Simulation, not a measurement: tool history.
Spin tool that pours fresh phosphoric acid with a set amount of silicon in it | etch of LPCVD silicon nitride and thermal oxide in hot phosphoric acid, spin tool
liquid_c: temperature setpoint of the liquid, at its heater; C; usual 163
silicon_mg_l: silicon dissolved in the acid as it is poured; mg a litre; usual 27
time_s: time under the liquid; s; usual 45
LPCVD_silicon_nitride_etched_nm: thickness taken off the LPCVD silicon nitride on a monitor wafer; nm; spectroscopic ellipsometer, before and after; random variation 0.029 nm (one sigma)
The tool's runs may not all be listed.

run     day  liquid_c  silicon_mg_l  time_s  read-back film thickness of the LPCVD silicon nitride reference wafer, read on the same gauge (nm)  LPCVD_silicon_nitride_etched_nm
  1       0       163          19.5      45                                                                                               69.96                            3.901
  2     3.7       163          19.5      45                                                                                              70.008                            3.767
      4.925  -- dissolved silicon flow meter replaced
  3   8.071       163          43.5      45                                                                                              69.998                             3.77
  4  11.096       163          43.5      45                                                                                              70.008                            3.811
  5  15.467       163          43.5      45                                                                                              69.988                            3.799
  6  18.079       161            27      45                                                                                              69.993                            3.546
  7  19.717       161            27      45                                                                                                  70                            3.518
     20.192  -- gauge calibrated
  8   21.85       161            27      45                                                                                              69.984                            3.506
  9  25.046       163            27      45                                                                                              69.989                            3.709
 10  29.083       163            27      45                                                                                              69.994                            3.739
     30.617  -- dissolved silicon flow meter replaced
 11  31.688       163            27      65                                                                                              69.999                            5.302
 12  34.642       165            47      70                                                                                              69.977                            6.203
     36.033  -- heated supply line repaired
 13  36.862       164          38.5      40                                                                                              69.999                            3.717
 14  39.854       163            27      45                                                                                              70.019                            3.979
     41.488  -- thermometer replaced
 15   43.05     165.5            27      45                                                                                              70.049                            4.245
 16  45.033     161.5            27      35                                                                                              69.951                            2.922
 17  47.921       161            27      45                                                                                              70.013                            3.671
 18  49.879       163            27      45                                                                                              70.005                            3.899
 19  52.154     165.5            36      45                                                                                              69.964                            4.283
 20  56.542       164          18.5      65                                                                                              70.003                            5.858

Forecast each of these 4 alternatives for the next run:
  A  56.558       163            27      45                                                                                                   ?                                ?
  B  56.558     161.5          18.5      35                                                                                                   ?                                ?
  C  56.558       162          14.5      45                                                                                                   ?                                ?
  D  56.558     160.5            27      45                                                                                                   ?                                ?

run  read-back film thickness of the LPCVD silicon nitride reference wafer, read on the same gauge (nm)  LPCVD_silicon_nitride_etched_nm
  A                                                                                              70.001                            3.894
  B                                                                                              70.001                             2.88
  C                                                                                              70.001                            3.766
  D                                                                                              70.001                            3.581
Without the tool's hidden state the same runs would have given:
run  LPCVD_silicon_nitride_etched_nm
  A                            4.076
  B                            3.016
  C                            3.943
  D                            3.751

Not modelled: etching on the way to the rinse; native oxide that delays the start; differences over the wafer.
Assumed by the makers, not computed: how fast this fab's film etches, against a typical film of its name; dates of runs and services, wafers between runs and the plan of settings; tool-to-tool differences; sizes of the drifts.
